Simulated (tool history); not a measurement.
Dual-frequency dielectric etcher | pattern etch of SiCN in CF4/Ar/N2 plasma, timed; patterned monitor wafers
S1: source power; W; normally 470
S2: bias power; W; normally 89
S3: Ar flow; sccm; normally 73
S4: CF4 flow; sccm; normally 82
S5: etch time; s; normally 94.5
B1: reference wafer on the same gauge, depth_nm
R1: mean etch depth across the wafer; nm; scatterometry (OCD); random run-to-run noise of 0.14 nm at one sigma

| run | hour | S1 | S2 | S3 | S4 | S5 | B1 | R1 |
|---|---|---|---|---|---|---|---|---|
| 1 | 0 | 470 | 89 | 73 | 82 | 94.5 | 77.1 | 88.7 |
| 2 | 12.5 | 470 | 89 | 73 | 82 | 94.5 | 77.1 | 88.2 |
|  | 20.7 | gauge calibrated |
| 3 | 37.2 | 410 | 89 | 73 | 82 | 67 | 77.1 | 57.9 |
| 4 | 54 | 370 | 89 | 60 | 82 | 111 | 77.1 | 92.7 |
|  | 82.9 | upper electrode replaced |
| 5 | 89.5 | 410 | 89 | 73 | 82 | 94.5 | 77.1 | 81.7 |
| 6 | 125.4 | 470 | 109 | 68 | 82 | 94.5 | 77.1 | 95.3 |
|  | 148.6 | bias power generator calibrated |
| 7 | 149.1 | 530 | 74 | 88 | 82 | 77 | 77.1 | 71.6 |
| 8 | 179.5 | 470 | 109 | 80 | 82 | 94.5 | 77.1 | 93.2 |
| 9 | 203.4 | 470 | 89 | 73 | 82 | 94.5 | 77.1 | 88.6 |
| 10 | 217.4 | 470 | 89 | 73 | 93 | 107 | 77.1 | 102 |
| 11 | 232.3 | 500 | 96 | 73 | 99 | 94.5 | 77.1 | 95.9 |
|  | 252.8 | source power generator calibrated |
|  | 268.4 | wet clean of the chamber |
| 12 | 268.9 | 470 | 89 | 73 | 71 | 94.5 | 77.1 | 89.4 |
| 13 | 290.3 | 470 | 89 | 73 | 82 | 94.5 | 77.1 | 91 |
| 14 | 302.7 | 470 | 89 | 73 | 82 | 94.5 | 77.1 | 91 |
| 15 | 328.9 | 400 | 89 | 73 | 82 | 94.5 | 77.1 | 82.9 |
| 16 | 358.6 | 470 | 81 | 73 | 100 | 121 | 77.1 | 115.8 |
| 17 | 386.1 | 540 | 89 | 73 | 65 | 94.5 | 77.1 | 96.7 |
| 18 | 409.4 | 560 | 89 | 73 | 82 | 94.5 | 77.1 | 101.9 |

Estimate the outcome of run 19 from the log above:
| 19 | 421.5 | 580 | 77 | 90 | 75 | 94.5 | ? | ? |

Run 19 came out at B1 77.1, R1 95.6 nm.
With no hidden state in the tool, this same run would have given R1 95.3 nm.
